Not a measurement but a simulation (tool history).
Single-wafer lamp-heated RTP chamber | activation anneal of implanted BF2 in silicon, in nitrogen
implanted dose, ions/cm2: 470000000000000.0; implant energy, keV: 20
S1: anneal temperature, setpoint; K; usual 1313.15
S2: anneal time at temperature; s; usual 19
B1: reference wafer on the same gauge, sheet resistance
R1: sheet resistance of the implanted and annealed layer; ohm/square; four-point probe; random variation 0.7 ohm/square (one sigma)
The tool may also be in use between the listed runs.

run	day	S1	S2	B1	R1
1	0.000	1313.15	19	242.91	284.68
2	3.871	1313.15	19	242.96	287.02
3	7.200	1313.15	19	243.00	285.79
# day 8.921: reflector plate cleaned
# day 10.071: pyrometer window cleaned and pyrometer calibrated
4	11.129	1306.15	19	242.96	290.08
5	15.071	1313.15	19	242.94	288.84
6	16.788	1313.15	19	243.01	286.82
7	19.138	1313.15	19	243.07	287.09
8	21.233	1313.15	19	242.99	288.41
9	24.929	1313.15	19	243.15	286.65
# day 25.771: pyrometer window cleaned and pyrometer calibrated
10	31.450	1313.15	19	242.95	288.09
11	35.246	1313.15	19	243.11	287.05
12	38.758	1313.15	26	242.96	284.32
# day 42.883: pyrometer window cleaned and pyrometer calibrated
13	43.138	1299.15	24	243.00	289.51
14	47.512	1313.15	19	242.89	286.38
15	50.654	1330.15	16	243.14	284.64
# day 52.725: gauge calibrated
16	54.579	1313.15	19	242.99	286.42
# day 58.350: pyrometer window cleaned and pyrometer calibrated
# day 60.008: reflector plate cleaned
17	66.300	1335.15	13	242.94	283.62
18	70.733	1291.15	19	242.96	292.87
19	74.929	1289.15	25	243.05	289.03
# day 76.296: pyrometer window cleaned and pyrometer calibrated
20	77.862	1333.15	9	242.97	287.22
21	80.771	1301.15	23	243.05	286.91
# day 81.529: reflector plate cleaned, repeated, since the last time left the tool worse
22	85.200	1313.15	9	242.98	295.32
23	88.292	1313.15	19	243.07	287.58
24	89.862	1313.15	19	243.12	286.93

Forecast each of these 4 alternatives for the next run:
A	89.879	1335.15	19	?	?
B	89.879	1325.15	9	?	?
C	89.879	1328.15	25	?	?
D	89.879	1292.15	15	?	?

run	B1	R1
A	242.90	282.19
B	242.90	291.22
C	242.90	280.74
D	242.90	297.30
Without the tool's hidden state the same runs would have given:
run	R1
A	282.42
B	291.57
C	281.00
D	297.76
